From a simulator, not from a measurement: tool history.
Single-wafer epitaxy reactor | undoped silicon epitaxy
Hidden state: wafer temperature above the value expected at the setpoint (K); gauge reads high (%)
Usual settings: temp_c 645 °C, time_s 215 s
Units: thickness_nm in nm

| run | day | temp_c | time_s | wafers since the last listed run | hours since the last pyrometer calibration | hours since the gauge calibration | read-back reference wafer on the same gauge, thickness_nm | thickness_nm |
|---|---|---|---|---|---|---|---|---|
| 1 | 0 | 645 | 215 | 0 | 994.3 | 332.2 | 25.598 | 31.646 |
| 2 | 1.604 | 645 | 215 | 386 | 1032.8 | 370.7 | 25.598 | 31.746 |
| 3 | 4.258 | 645 | 215 | 639 | 1096.5 | 434.4 | 25.587 | 31.862 |
| 4 | 8.025 | 645 | 215 | 907 | 1186.9 | 524.8 | 25.606 | 31.763 |
| 5 | 10.892 | 645 | 215 | 690 | 1255.7 | 593.6 | 25.588 | 31.848 |
| 6 | 14.267 | 645 | 215 | 812 | 1336.7 | 674.6 | 25.598 | 31.951 |
| 7 | 18.304 | 645 | 215 | 972 | 1433.6 | 771.5 | 25.596 | 31.911 |
| 8 | 20.142 | 645 | 215 | 442 | 1477.7 | 815.6 | 25.591 | 31.85 |
| 9 | 21.946 | 645 | 215 | 434 | 1521 | 858.9 | 25.597 | 31.95 |
| 10 | 25.996 | 645 | 225 | 975 | 1618.2 | 956.1 | 25.595 | 33.658 |
| 11 | 29.079 | 645 | 181 | 742 | 1692.2 | 1030.1 | 25.594 | 27.028 |
| 12 | 31.85 | 645 | 215 | 667 | 1758.7 | 1096.6 | 25.593 | 31.977 |
| 13 | 34.096 | 645 | 215 | 540 | 1812.6 | 1150.5 | 25.615 | 32.018 |
| 14 | 38.417 | 645 | 215 | 1040 | 1916.3 | 1254.2 | 25.594 | 32.035 |
|  | 45.279 | pyrometer calibrated |
| 15 | 47.25 | 635 | 215 | 2047 | 47.3 | 1466.2 | 25.6 | 24.404 |
| 16 | 49.65 | 645 | 215 | 578 | 104.9 | 1523.8 | 25.603 | 31.343 |
| 17 | 51.467 | 652 | 250 | 437 | 148.5 | 1567.4 | 25.594 | 43.419 |
| 18 | 54.929 | 660 | 182 | 833 | 231.6 | 1650.5 | 25.603 | 38.449 |
| 19 | 57.162 | 655 | 215 | 537 | 285.2 | 1704.1 | 25.61 | 40.324 |
| 20 | 60.2 | 645 | 215 | 731 | 358.1 | 1777 | 25.602 | 31.444 |
| 21 | 62.817 | 632 | 190 | 630 | 420.9 | 1839.8 | 25.594 | 19.957 |
| 22 | 66.054 | 633 | 229 | 779 | 498.6 | 1917.5 | 25.593 | 24.74 |
|  | 67.433 | gauge calibrated |
| 23 | 69.454 | 636 | 184 | 818 | 580.2 | 48.5 | 25.611 | 21.42 |
| 24 | 71.458 | 654 | 215 | 482 | 628.3 | 96.6 | 25.589 | 39.47 |
| 25 | 75.329 | 651 | 215 | 932 | 721.2 | 189.5 | 25.6 | 36.695 |
| 26 | 77.062 | 632 | 179 | 417 | 762.8 | 231.1 | 25.604 | 18.939 |
| 27 | 79.579 | 645 | 215 | 606 | 823.2 | 291.5 | 25.615 | 31.78 |
| 28 | 83.696 | 650 | 215 | 991 | 922 | 390.3 | 25.604 | 35.851 |
| 29 | 85.312 | 631 | 177 | 389 | 960.8 | 429.1 | 25.584 | 18.337 |

Forecast each of these 4 alternatives for the next run:
| A | 85.333 | 630 | 215 | 5 | 961.3 | 429.6 | ? | ? |
| B | 85.333 | 638 | 228 | 5 | 961.3 | 429.6 | ? | ? |
| C | 85.333 | 645 | 173 | 5 | 961.3 | 429.6 | ? | ? |
| D | 85.333 | 645 | 238 | 5 | 961.3 | 429.6 | ? | ? |

| run | read-back reference wafer on the same gauge, thickness_nm | thickness_nm |
|---|---|---|
| A | 25.6 | 21.639 |
| B | 25.6 | 28.201 |
| C | 25.6 | 25.542 |
| D | 25.6 | 35.139 |
Without the tool's hidden state the same runs would have given:
| run | thickness_nm |
|---|---|
| A | 21.285 |
| B | 27.749 |
| C | 25.14 |
| D | 34.586 |
